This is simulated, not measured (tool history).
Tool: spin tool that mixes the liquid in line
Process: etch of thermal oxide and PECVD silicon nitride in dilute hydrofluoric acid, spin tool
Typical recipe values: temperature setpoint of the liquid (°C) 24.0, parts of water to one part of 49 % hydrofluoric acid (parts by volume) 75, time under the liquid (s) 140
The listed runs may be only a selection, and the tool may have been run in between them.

run	hour	temperature setpoint of the liquid (°C)	parts of water to one part of 49 % hydrofluoric acid (parts by volume)	time under the liquid (s)	wafers since the last listed run	hours since the thermometer was replaced	hours since the hydrofluoric acid flow meter was replaced	hours since the gauge calibration	read-back film thickness of the thermal oxide reference wafer, read on the same gauge (nm)	read-back film thickness of the PECVD silicon nitride reference wafer, read on the same gauge (nm)	thickness taken off the thermal oxide on a monitor wafer (nm)	thickness taken off the PECVD silicon nitride on a monitor wafer (nm)
1	0.0	24.0	75	140	0	1948.2	1716.5	1860.3	51.94	155.86	11.84	7.86
2	64.3	24.0	75	140	438	2012.5	1780.8	1924.6	52.03	156.05	11.90	7.79
3	165.0	24.0	75	140	686	2113.2	1881.5	2025.3	52.08	156.33	11.88	7.88
4	259.5	24.0	75	95	644	2207.7	1976.0	2119.8	52.20	156.60	8.04	5.39
5	320.2	24.0	75	140	413	2268.4	2036.7	2180.5	52.30	156.81	12.01	7.89
# hour 335.7: thermometer replaced
6	362.2	23.0	75	190	279	26.5	2078.7	2222.5	52.31	156.92	15.56	10.16
7	461.9	23.0	75	190	679	126.2	2178.4	2322.2	52.42	157.23	15.68	10.09
# hour 494.6: gauge calibrated
8	511.5	22.5	85	200	338	175.8	2228.0	16.9	49.87	149.65	13.39	8.71
9	550.5	24.0	75	140	265	214.8	2267.0	55.9	49.91	149.79	11.38	7.51
10	608.1	25.5	75	140	392	272.4	2324.6	113.5	49.97	149.97	12.17	8.35
# hour 662.7: hydrofluoric acid flow meter replaced
11	759.3	24.0	40	140	1024	423.6	96.6	264.7	50.15	150.42	22.47	14.09
12	812.3	24.0	75	140	361	476.6	149.6	317.7	50.22	150.54	11.39	7.64
13	896.6	22.5	85	200	574	560.9	233.9	402.0	50.27	150.83	13.42	8.69
14	1031.9	19.5	75	140	922	696.2	369.2	537.3	50.40	151.21	9.50	5.60
15	1139.1	26.5	55	95	731	803.4	476.4	644.5	50.52	151.54	12.09	8.25
16	1218.1	20.0	85	60	538	882.4	555.4	723.5	50.58	151.78	3.68	2.23
17	1295.0	27.0	100	160	524	959.3	632.3	800.4	50.67	151.99	10.76	7.97
18	1354.5	22.5	75	205	405	1018.8	691.8	859.9	50.70	152.18	16.06	10.24
19	1493.5	26.0	75	140	947	1157.8	830.8	998.9	50.86	152.61	12.44	8.68
20	1555.4	28.0	115	165	422	1219.7	892.7	1060.8	50.95	152.78	9.84	7.65
21	1656.0	26.0	65	210	686	1320.3	993.3	1161.4	51.03	153.08	22.19	15.26
22	1710.5	24.0	40	115	371	1374.8	1047.8	1215.9	51.09	153.23	18.77	11.79
23	1800.2	28.5	95	210	611	1464.5	1137.5	1305.6	51.18	153.54	16.05	12.33
24	1874.3	25.5	90	140	505	1538.6	1211.6	1379.7	51.27	153.73	10.14	7.18
25	1917.3	24.0	50	200	293	1581.6	1254.6	1422.7	51.28	153.87	26.03	16.54

Subtracting, for every run, the result it would have given without the tool's unlogged condition from the measured result gives the following. The same run-to-run variation enters both numbers; the gauge's scatter may not:
What the log doesn't record here: liquid colder than its thermometer reads (K); hydrofluoric acid flow above the setpoint (%); gauge reads high (%).
run	thickness taken off the thermal oxide on a monitor wafer (nm)	thickness taken off the PECVD silicon nitride on a monitor wafer (nm)
1	+0.44	+0.30
2	+0.46	+0.30
3	+0.48	+0.32
4	+0.34	+0.23
5	+0.52	+0.35
6	+0.69	+0.44
7	+0.72	+0.46
8	-0.03	-0.02
9	-0.02	-0.01
10	-0.01	+0.00
11	+0.06	+0.04
12	+0.05	+0.03
13	+0.07	+0.05
14	+0.08	+0.04
15	+0.12	+0.09
16	+0.05	+0.03
17	+0.14	+0.11
18	+0.23	+0.15
19	+0.21	+0.15
20	+0.18	+0.14
21	+0.45	+0.31
22	+0.40	+0.25
23	+0.36	+0.29
24	+0.25	+0.17
25	+0.65	+0.42
